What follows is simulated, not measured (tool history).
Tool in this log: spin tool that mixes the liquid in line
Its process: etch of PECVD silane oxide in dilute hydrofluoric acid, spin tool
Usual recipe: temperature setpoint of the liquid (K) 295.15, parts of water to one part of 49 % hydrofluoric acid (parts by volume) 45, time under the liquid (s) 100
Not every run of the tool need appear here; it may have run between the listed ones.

run   hour  temperature setpoint of the liquid (K)  parts of water to one part of 49 % hydrofluoric acid (parts by volume)  time under the liquid (s)  wafers since the last listed run  hours since the thermometer was replaced  hours since the hydrofluoric acid flow meter was replaced  hours since the gauge calibration  read-back film thickness of the PECVD silane oxide reference wafer, read on the same gauge (nm)  thickness taken off the PECVD silane oxide on a monitor wafer (Å)
  1      0                                  295.15                                                                      45                        100                                 0                                    1569.9                                                     1636.9                               57.1                                                                                              100                                                              534.4
  2   16.3                                  295.15                                                                      45                        100                               128                                    1586.2                                                     1653.2                               73.4                                                                                            99.99                                                              531.5
  3   29.4                                  295.15                                                                      45                        100                               103                                    1599.3                                                     1666.3                               86.5                                                                                              100                                                              529.9
  4   43.5                                  295.15                                                                      45                        100                               111                                    1613.4                                                     1680.4                              100.6                                                                                            99.99                                                                533
  5   54.8                                  295.15                                                                      45                        100                                89                                    1624.7                                                     1691.7                              111.9                                                                                            99.99                                                              534.9
  6   64.4                                  298.65                                                                      45                        100                                75                                    1634.3                                                     1701.3                              121.5                                                                                           100.02                                                              616.1
  7   81.8                                  295.15                                                                      45                        100                               137                                    1651.7                                                     1718.7                              138.9                                                                                            99.99                                                              532.5
  8   93.6                                  295.15                                                                      45                        100                                93                                    1663.5                                                     1730.5                              150.7                                                                                            99.98                                                              527.9
        95  -- hydrofluoric acid flow meter replaced
  9  110.8                                  295.15                                                                      45                        100                               127                                    1680.7                                                       15.8                              167.9                                                                                              100                                                              597.6
 10  122.9                                  295.15                                                                      50                        100                                95                                    1692.8                                                       27.9                                180                                                                                            99.98                                                                534
 11  135.2                                  295.15                                                                      45                        100                                96                                    1705.1                                                       40.2                              192.3                                                                                           100.02                                                              597.9
 12  144.6                                  295.15                                                                      45                        100                                74                                    1714.5                                                       49.6                              201.7                                                                                           100.01                                                              595.1
 13  160.2                                  295.15                                                                      45                        100                               123                                    1730.1                                                       65.2                              217.3                                                                                           100.01                                                              596.9
     164.1  -- thermometer replaced
 14  169.8                                  295.15                                                                      45                        100                                67                                       5.7                                                       74.8                              226.9                                                                                            99.98                                                              592.4
 15  183.1                                  298.65                                                                      60                        100                               104                                        19                                                       88.1                              240.2                                                                                            99.99                                                              505.3
 16    200                                  296.65                                                                      45                        100                               133                                      35.9                                                        105                              257.1                                                                                           100.01                                                              631.9
 17  214.3                                  299.15                                                                      45                         40                               112                                      50.2                                                      119.3                              271.4                                                                                           100.01                                                              277.6
     216.2  -- gauge calibrated
 18  227.2                                  295.15                                                                      45                         80                               101                                      63.1                                                      132.2                                 11                                                                                              100                                                              472.1
 19  235.1                                  295.15                                                                      65                        100                                62                                        71                                                      140.1                               18.9                                                                                              100                                                              401.2
 20  241.6                                  295.15                                                                      45                        100                                51                                      77.5                                                      146.6                               25.4                                                                                           100.01                                                                597
 21  253.1                                  292.65                                                                      35                         70                                90                                        89                                                      158.1                               36.9                                                                                              100                                                              487.2
 22    269                                  299.15                                                                      45                        100                               125                                     104.9                                                        174                               52.8                                                                                            99.99                                                              697.9
 23  276.8                                  291.65                                                                      35                         75                                61                                     112.7                                                      181.8                               60.6                                                                                           100.01                                                              495.3
 24  289.8                                  295.15                                                                      65                        115                               102                                     125.7                                                      194.8                               73.6                                                                                           100.01                                                              458.1

Consider 4 possible next runs. They are alternatives, not a sequence: every one starts from the tool as it was left by run 24. What does each give?
  A  290.2                                  295.15                                                                      35                        100                                 3                                     126.1                                                      195.2                                 74                                                                                                ?                                                                  ?
  B  290.2                                  293.65                                                                      35                         70                                 3                                     126.1                                                      195.2                                 74                                                                                                ?                                                                  ?
  C  290.2                                  293.15                                                                      45                        100                                 3                                     126.1                                                      195.2                                 74                                                                                                ?                                                                  ?
  D  290.2                                  295.15                                                                      30                        100                                 3                                     126.1                                                      195.2                                 74                                                                                                ?                                                                  ?

run  read-back film thickness of the PECVD silane oxide reference wafer, read on the same gauge (nm)  thickness taken off the PECVD silane oxide on a monitor wafer (Å)
  A                                                                                              100                                                              768.5
  B                                                                                              100                                                              504.7
  C                                                                                              100                                                              542.2
  D                                                                                              100                                                              902.5
Without the tool's hidden state the same runs would have given:
run  thickness taken off the PECVD silane oxide on a monitor wafer (Å)
  A                                                              784.1
  B                                                              514.9
  C                                                              553.3
  D                                                              920.6

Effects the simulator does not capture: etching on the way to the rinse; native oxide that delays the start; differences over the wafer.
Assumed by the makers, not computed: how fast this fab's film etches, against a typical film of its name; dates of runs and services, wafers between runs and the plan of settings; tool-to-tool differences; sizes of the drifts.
